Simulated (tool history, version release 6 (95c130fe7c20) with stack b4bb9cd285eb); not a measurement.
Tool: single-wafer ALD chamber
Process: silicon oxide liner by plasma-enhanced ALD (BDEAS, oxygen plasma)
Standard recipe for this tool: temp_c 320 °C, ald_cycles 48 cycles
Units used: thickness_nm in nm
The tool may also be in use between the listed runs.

run   hour  temp_c  ald_cycles  wafers since the last listed run  hours since the last thermocouple change  hours since the gauge calibration  read-back reference wafer on the same gauge, thickness_nm  thickness_nm
  1    0.0     320          48                                 0                                    1334.0                              178.2                                                      4.365         4.667
  2   15.7     320          48                                66                                    1349.7                              193.9                                                      4.362         4.642
  3   22.8     320          48                                30                                    1356.8                              201.0                                                      4.358         4.646
  4   33.1     320          48                                43                                    1367.1                              211.3                                                      4.363         4.636
  5   39.7     320          48                                28                                    1373.7                              217.9                                                      4.358         4.672
  6   47.4     320          48                                32                                    1381.4                              225.6                                                      4.358         4.643
  7   64.7     320          48                                73                                    1398.7                              242.9                                                      4.349         4.642
  8   77.5     320          48                                54                                    1411.5                              255.7                                                      4.349         4.661
  9   90.7     320          48                                56                                    1424.7                              268.9                                                      4.346         4.641
 10   98.8     320          48                                34                                    1432.8                              277.0                                                      4.345         4.631
 11  115.6     320          48                                71                                    1449.6                              293.8                                                      4.344         4.621
 12  129.8     320          48                                60                                    1463.8                              308.0                                                      4.339         4.641
     137.8  -- thermocouple changed; heater temperature recalibrated
 13  145.3     320          48                                31                                       7.5                              323.5                                                      4.336         4.622
 14  153.4     329          44                                34                                      15.6                              331.6                                                      4.336         4.169
 15  163.5     320          48                                43                                      25.7                              341.7                                                      4.337         4.608
     170.9  -- gauge calibrated
 16  180.7     320          48                                73                                      42.9                                9.8                                                      4.407         4.717
 17  198.5     313          48                                75                                      60.7                               27.6                                                      4.398         4.729
 18  208.5     314          41                                42                                      70.7                               37.6                                                      4.395         4.052
 19  215.5     320          48                                29                                      77.7                               44.6                                                      4.395         4.698
 20  229.6     320          48                                60                                      91.8                               58.7                                                      4.396         4.665
 21  240.5     320          48                                46                                     102.7                               69.6                                                      4.396         4.716
 22  256.2     310          46                                66                                     118.4                               85.3                                                      4.389         4.580
 23  268.3     320          48                                51                                     130.5                               97.4                                                      4.387         4.676
 24  276.2     320          44                                33                                     138.4                              105.3                                                      4.386         4.275
 25  289.7     313          40                                57                                     151.9                              118.8                                                      4.380         3.936
 26  296.8     326          51                                30                                     159.0                              125.9                                                      4.385         4.929
 27  312.3     316          48                                66                                     174.5                              141.4                                                      4.382         4.702

List, for all runs, the conditions of the tool that the log does not record:
wafer temperature above the value expected at the setpoint (K): 0 on each run
H1: gauge reads high (%)
run         H1
  1     -0.824
  2     -0.887
  3     -0.915
  4     -0.956
  5     -0.983
  6      -1.01
  7      -1.08
  8      -1.13
  9      -1.19
 10      -1.22
 11      -1.29
 12      -1.34
 13      -1.41
 14      -1.44
 15      -1.48
 16     0.0706
 17  -0.000554
 18    -0.0406
 19    -0.0686
 20     -0.125
 21     -0.169
 22     -0.231
 23      -0.28
 24     -0.311
 25     -0.365
 26     -0.394
 27     -0.456

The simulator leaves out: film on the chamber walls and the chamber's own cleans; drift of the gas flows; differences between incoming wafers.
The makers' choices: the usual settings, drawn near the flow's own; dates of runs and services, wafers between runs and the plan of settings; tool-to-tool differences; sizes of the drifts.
